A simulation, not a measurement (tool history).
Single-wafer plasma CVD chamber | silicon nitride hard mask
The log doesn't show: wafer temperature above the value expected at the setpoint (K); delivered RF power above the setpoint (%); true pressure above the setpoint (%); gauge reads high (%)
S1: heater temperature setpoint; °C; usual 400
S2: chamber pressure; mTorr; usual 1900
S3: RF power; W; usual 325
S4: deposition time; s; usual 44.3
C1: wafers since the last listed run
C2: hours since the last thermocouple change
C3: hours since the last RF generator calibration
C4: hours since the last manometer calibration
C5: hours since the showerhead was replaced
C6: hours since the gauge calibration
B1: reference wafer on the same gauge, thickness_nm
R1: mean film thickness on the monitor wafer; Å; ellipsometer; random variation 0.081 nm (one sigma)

run   hour   S1    S2   S3    S4   C1      C2      C3     C4      C5     C6      B1      R1
  1    0.0  400  1900  325  44.3    0  1355.5  2019.0  651.6  2839.6  426.3  61.402  530.21
       7.6  -- gauge calibrated
  2   14.8  400  1900  325  44.3  150  1370.3  2033.8  666.4  2854.4    7.2  61.385  529.29
  3   25.5  400  1900  325  44.3  109  1381.0  2044.5  677.1  2865.1   17.9  61.426  530.10
  4   39.8  400  1900  325  44.3  145  1395.3  2058.8  691.4  2879.4   32.2  61.406  530.12
  5   52.0  400  1900  325  44.3  124  1407.5  2071.0  703.6  2891.6   44.4  61.394  529.63
  6   63.2  400  1900  325  44.3  114  1418.7  2082.2  714.8  2902.8   55.6  61.406  530.92
  7   70.1  400  1900  325  44.3   70  1425.6  2089.1  721.7  2909.7   62.5  61.406  530.40
      99.6  -- showerhead replaced
  8  100.1  400  1900  325  44.3  224  1455.6  2119.1  751.7     0.5   92.5  61.391  530.96
  9  107.6  413  1520  325  44.3   76  1463.1  2126.6  759.2     8.0  100.0  61.383  492.20
 10  119.7  407  2300  325  44.3  123  1475.2  2138.7  771.3    20.1  112.1  61.388  558.11
 11  133.2  391  2350  325  44.3  137  1488.7  2152.2  784.8    33.6  125.6  61.410  565.24
 12  149.9  400  1900  265  44.3  170  1505.4  2168.9  801.5    50.3  142.3  61.398  489.89
 13  158.3  412  2150  300  37.0   85  1513.8  2177.3  809.9    58.7  150.7  61.398  443.55
 14  171.6  408  1900  270  49.4  135  1527.1  2190.6  823.2    72.0  164.0  61.380  550.12
 15  178.8  405  1540  325  48.2   73  1534.3  2197.8  830.4    79.2  171.2  61.412  540.12
 16  185.9  400  1900  325  44.3   72  1541.4  2204.9  837.5    86.3  178.3  61.412  532.11
     197.0  -- RF generator calibrated
     204.5  -- capacitance manometer re-zeroed and calibrated
     204.9  -- thermocouple changed; heater temperature recalibrated
 17  205.4  400  2140  325  44.3   36     0.5     8.4    0.9   105.8  197.8  61.399  555.28
 18  215.5  400  1900  350  44.3  103    10.6    18.5   11.0   115.9  207.9  61.394  551.55
 19  223.4  400  1900  325  44.3   80    18.5    26.4   18.9   123.8  215.8  61.408  537.51
 20  230.7  400  1590  325  44.3   74    25.8    33.7   26.2   131.1  223.1  61.403  505.78
 21  237.1  413  2240  325  35.9   65    32.2    40.1   32.6   137.5  229.5  61.405  453.54
 22  250.3  407  2200  325  39.1  134    45.4    53.3   45.8   150.7  242.7  61.406  492.48
 23  263.3  400  1900  305  41.1  132    58.4    66.3   58.8   163.7  255.7  61.374  485.03
 24  271.4  395  1750  295  44.3   82    66.5    74.4   66.9   171.8  263.8  61.416  504.54
 25  287.0  400  1900  325  49.1  159    82.1    90.0   82.5   187.4  279.4  61.383  595.29
 26  295.4  400  1900  325  44.3   85    90.5    98.4   90.9   195.8  287.8  61.399  536.41
 27  308.9  400  1900  325  44.3  137   104.0   111.9  104.4   209.3  301.3  61.403  536.64
 28  318.3  400  1900  325  36.0   95   113.4   121.3  113.8   218.7  310.7  61.383  437.50
 29  333.4  408  1600  345  44.3  154   128.5   136.4  128.9   233.8  325.8  61.403  517.56

Forecast each of these 4 alternatives for the next run:
  A  333.8  400  1900  380  44.3   4  128.9  136.8  129.3  234.2  326.2   ?   ?
  B  333.8  400  1900  325  41.4   4  128.9  136.8  129.3  234.2  326.2   ?   ?
  C  333.8  400  1900  325  40.1   4  128.9  136.8  129.3  234.2  326.2   ?   ?
  D  333.8  400  2210  325  38.1   4  128.9  136.8  129.3  234.2  326.2   ?   ?

run      B1      R1
  A  61.420  569.89
  B  61.420  500.80
  C  61.420  485.11
  D  61.420  481.68
Without the tool's hidden state the same runs would have given:
run      R1
  A  570.58
  B  501.52
  C  485.80
  D  482.52
